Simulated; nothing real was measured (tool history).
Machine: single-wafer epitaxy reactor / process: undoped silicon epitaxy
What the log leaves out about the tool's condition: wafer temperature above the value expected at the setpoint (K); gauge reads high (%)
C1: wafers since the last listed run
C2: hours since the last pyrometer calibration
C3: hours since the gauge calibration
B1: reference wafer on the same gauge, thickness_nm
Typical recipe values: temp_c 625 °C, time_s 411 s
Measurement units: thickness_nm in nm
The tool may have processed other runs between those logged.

Run 1, day 0: usual settings; C1 0; C2 195.3; C3 2038.3; B1 45.903. Result: thickness_nm 39.171 nm.
Run 2, day 1.933: usual settings; C1 150; C2 241.7; C3 2084.7; B1 45.913. Result: thickness_nm 39.221 nm.
Run 3, day 5.829: usual settings; C1 303; C2 335.2; C3 2178.2; B1 45.89. Result: thickness_nm 39.107 nm.
Run 4, day 10.121: usual settings; C1 334; C2 438.2; C3 2281.2; B1 45.911. Result: thickness_nm 39.183 nm.
Run 5, day 14.142: usual settings; C1 312; C2 534.7; C3 2377.7; B1 45.897. Result: thickness_nm 39.212 nm.
Run 6, day 18.462: usual settings; C1 336; C2 638.4; C3 2481.4; B1 45.91. Result: thickness_nm 39.061 nm.
Run 7, day 20.667: usual settings; C1 171; C2 691.3; C3 2534.3; B1 45.879. Result: thickness_nm 39.239 nm.
At day 23.292: gauge calibrated.
Run 8, day 23.625: usual settings; C1 230; C2 762.3; C3 8; B1 45.89. Result: thickness_nm 39.096 nm.
Run 9, day 26.508: usual settings; C1 224; C2 831.5; C3 77.2; B1 45.886. Result: thickness_nm 39.194 nm.
Run 10, day 33.325: usual settings; C1 530; C2 995.1; C3 240.8; B1 45.904. Result: thickness_nm 38.994 nm.
Run 11, day 35.733: usual settings but time_s 382 s; C1 187; C2 1052.9; C3 298.6; B1 45.912. Result: thickness_nm 36.185 nm.
Run 12, day 39.858: usual settings; C1 321; C2 1151.9; C3 397.6; B1 45.895. Result: thickness_nm 38.969 nm.
Run 13, day 42.692: usual settings; C1 220; C2 1219.9; C3 465.6; B1 45.906. Result: thickness_nm 38.935 nm.
Run 14, day 46.983: usual settings but temp_c 631 °C, time_s 475 s; C1 334; C2 1322.9; C3 568.6; B1 45.892. Result: thickness_nm 50.508 nm.
Run 15, day 51: usual settings but temp_c 631 °C, time_s 475 s; C1 312; C2 1419.3; C3 665; B1 45.886. Result: thickness_nm 50.729 nm.
Run 16, day 54.433: usual settings but temp_c 631 °C, time_s 475 s; C1 267; C2 1501.7; C3 747.4; B1 45.882. Result: thickness_nm 50.608 nm.
Run 17, day 57.025: usual settings but temp_c 634 °C, time_s 461 s; C1 201; C2 1563.9; C3 809.6; B1 45.893. Result: thickness_nm 51.981 nm.
At day 57.6: pyrometer calibrated.
Run 18, day 60.312: usual settings but temp_c 634 °C, time_s 461 s; C1 229; C2 65.1; C3 888.5; B1 45.891. Result: thickness_nm 52.87 nm.
Run 19, day 62.017: usual settings; C1 132; C2 106; C3 929.4; B1 45.915. Result: thickness_nm 39.289 nm.
Run 20, day 64.275: usual settings but time_s 345 s; C1 175; C2 160.2; C3 983.6; B1 45.908. Result: thickness_nm 32.941 nm.
Run 21, day 66.046: usual settings but time_s 345 s; C1 137; C2 202.7; C3 1026.1; B1 45.904. Result: thickness_nm 32.922 nm.
Run 22, day 69.008: usual settings but time_s 429 s; C1 230; C2 273.8; C3 1097.2; B1 45.892. Result: thickness_nm 40.932 nm.
Run 23, day 73.192: usual settings; C1 325; C2 374.2; C3 1197.6; B1 45.901. Result: thickness_nm 39.175 nm.
Run 24, day 76.217: usual settings but temp_c 629 °C, time_s 462 s; C1 235; C2 446.8; C3 1270.2; B1 45.888. Result: thickness_nm 47.574 nm.
Run 25, day 78.621: usual settings but time_s 374 s; C1 187; C2 504.5; C3 1327.9; B1 45.898. Result: thickness_nm 35.838 nm.
Run 26, day 81.504: usual settings but time_s 345 s; C1 224; C2 573.7; C3 1397.1; B1 45.909. Result: thickness_nm 32.826 nm.
Run 27, day 85.771: usual settings but temp_c 614 °C; C1 332; C2 676.1; C3 1499.5; B1 45.898. Result: thickness_nm 31.257 nm.
Run 28, day 95.783: usual settings but time_s 459 s; C1 779; C2 916.4; C3 1739.8; B1 45.907. Result: thickness_nm 43.619 nm.
Run 29, day 98.658: usual settings but temp_c 637 °C; C1 223; C2 985.4; C3 1808.8; B1 45.9. Result: thickness_nm 49.752 nm.
Run 30, day 100.354: usual settings; C1 132; C2 1026.1; C3 1849.5; B1 45.905. Result: thickness_nm 39.02 nm.
At day 113.588: pyrometer calibrated.
Run 31, day 113.608: usual settings but temp_c 615 °C; C1 1005; C2 0.5; C3 2167.6; B1 45.898. Result: thickness_nm 31.946 nm.
Run 32, day 115.717: usual settings; C1 164; C2 51.1; C3 2218.2; B1 45.917. Result: thickness_nm 39.281 nm.
Run 33, day 117.583: usual settings but temp_c 620 °C, time_s 454 s; C1 145; C2 95.9; C3 2263; B1 45.88. Result: thickness_nm 39.244 nm.
Run 34, day 121.358: usual settings; C1 293; C2 186.5; C3 2353.6; B1 45.908. Result: thickness_nm 39.306 nm.
At day 124.054: gauge calibrated.
Run 35, day 125.254: usual settings but time_s 485 s; C1 303; C2 280; C3 28.8; B1 45.878. Result: thickness_nm 46.455 nm.
Run 36, day 128.871: usual settings; C1 281; C2 366.8; C3 115.6; B1 45.919. Result: thickness_nm 39.191 nm.
Run 37, day 131.217: usual settings but temp_c 611 °C, time_s 372 s; C1 182; C2 423.1; C3 171.9; B1 45.909. Result: thickness_nm 26.658 nm.
Run 38, day 133.558: usual settings but time_s 345 s; C1 182; C2 479.3; C3 228.1; B1 45.904. Result: thickness_nm 32.871 nm.
Run 39, day 141.492: usual settings but temp_c 629 °C, time_s 369 s; C1 617; C2 669.7; C3 418.5; B1 45.911. Result: thickness_nm 38.082 nm.
Run 40, day 144.912: usual settings but temp_c 610 °C; C1 266; C2 751.8; C3 500.6; B1 45.903. Result: thickness_nm 28.839 nm.
Run 41, day 149.338: usual settings but temp_c 617 °C, time_s 351 s; C1 344; C2 858; C3 606.8; B1 45.909. Result: thickness_nm 28.375 nm.
Run 42, day 153.204: usual settings; C1 300; C2 950.8; C3 699.6; B1 45.905. Result: thickness_nm 38.988 nm.
Run 43, day 155.092: usual settings; C1 146; C2 996.1; C3 744.9; B1 45.894. Result: thickness_nm 39.117 nm.
Run 44, day 156.688: usual settings but temp_c 632 °C; C1 124; C2 1034.4; C3 783.2; B1 45.895. Result: thickness_nm 44.872 nm.

Run-by-run hidden state of the tool:
gauge reads high (%): 0 at every run
H1: wafer temperature above the value expected at the setpoint (K)
run         H1
  1     0.0167
  2     0.0113
  3    -0.0032
  4    -0.0246
  5    -0.0498
  6    -0.0824
  7     -0.101
  8     -0.129
  9     -0.159
 10     -0.239
 11     -0.271
 12     -0.329
 13     -0.372
 14     -0.443
 15     -0.514
 16     -0.578
 17     -0.629
 18    0.00517
 19    0.00329
 20  -0.000582
 21   -0.00472
 22    -0.0138
 23    -0.0313
 24    -0.0473
 25     -0.062
 26     -0.082
 27     -0.116
 28     -0.219
 29     -0.254
 30     -0.276
 31     0.0222
 32     0.0215
 33     0.0197
 34     0.0129
 35    0.00118
 36    -0.0139
 37    -0.0258
 38    -0.0394
 39    -0.0981
 40     -0.129
 41     -0.175
 42      -0.22
 43     -0.244
 44     -0.265
